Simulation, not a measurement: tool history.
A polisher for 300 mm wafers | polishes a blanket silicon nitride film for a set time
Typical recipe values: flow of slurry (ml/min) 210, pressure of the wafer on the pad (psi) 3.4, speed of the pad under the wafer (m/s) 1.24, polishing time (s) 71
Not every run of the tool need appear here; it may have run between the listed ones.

run	hour	flow of slurry (ml/min)	pressure of the wafer on the pad (psi)	speed of the pad under the wafer (m/s)	polishing time (s)	incoming thickness of the incoming film, nm	film removed (nm)
1	0.0	210	3.0	1.24	71	825.8	94.3
2	34.6	210	3.4	1.24	71	844.4	104.8
3	52.4	210	3.4	1.24	71	822.6	107.6
# hour 69.6: worn pad replaced by a new one
4	70.1	210	3.4	1.24	71	817.7	115.6
5	85.7	210	3.4	1.24	71	838.6	114.8
6	121.3	210	3.4	1.24	71	845.1	113.6
7	185.6	210	3.4	1.24	54	829.9	83.6
8	214.0	210	3.4	1.24	54	831.7	80.7
# hour 221.7: worn pad replaced by a new one
9	227.4	210	3.4	1.24	71	821.7	115.2
10	247.1	210	3.4	1.24	71	816.9	112.2
11	270.4	210	3.4	1.24	71	839.4	114.4
12	293.0	210	3.4	1.24	71	827.9	113.1
13	317.8	280	3.4	0.96	71	830.3	91.6
14	340.0	210	3.4	0.90	71	836.1	83.9
# hour 355.2: head pressure recalibrated
15	355.7	210	3.4	1.24	48	838.6	71.2
16	380.6	255	3.4	1.24	65	813.8	97.4
# hour 407.1: worn pad replaced by a new one
17	407.6	255	3.4	1.24	65	829.3	109.3
# hour 430.4: slurry nozzle cleaned
18	439.9	210	3.4	1.08	71	827.9	102.0
19	466.3	280	3.4	1.24	71	831.3	117.1
20	495.2	240	3.4	1.24	83	834.2	132.5
21	549.5	210	3.4	1.24	71	832.2	105.6
# hour 564.4: worn pad replaced by a new one
22	572.0	140	3.4	1.24	71	826.0	104.9

What the log doesn't show, run by run:
slurry flow missing at the pad, %: 0 on each run
deviation of the head's pressure from its setpoint, %: 0 on each run
H1: removal rate lost through wear of the pad, %
run	H1
1	6.59
2	8.46
3	9.43
4	0.206
5	1.05
6	2.98
7	6.46
8	8
9	0.976
10	2.04
11	3.31
12	4.53
13	5.87
14	7.08
15	7.93
16	9.27
17	0.78
18	2.53
19	3.96
20	5.52
21	8.47
22	0.664

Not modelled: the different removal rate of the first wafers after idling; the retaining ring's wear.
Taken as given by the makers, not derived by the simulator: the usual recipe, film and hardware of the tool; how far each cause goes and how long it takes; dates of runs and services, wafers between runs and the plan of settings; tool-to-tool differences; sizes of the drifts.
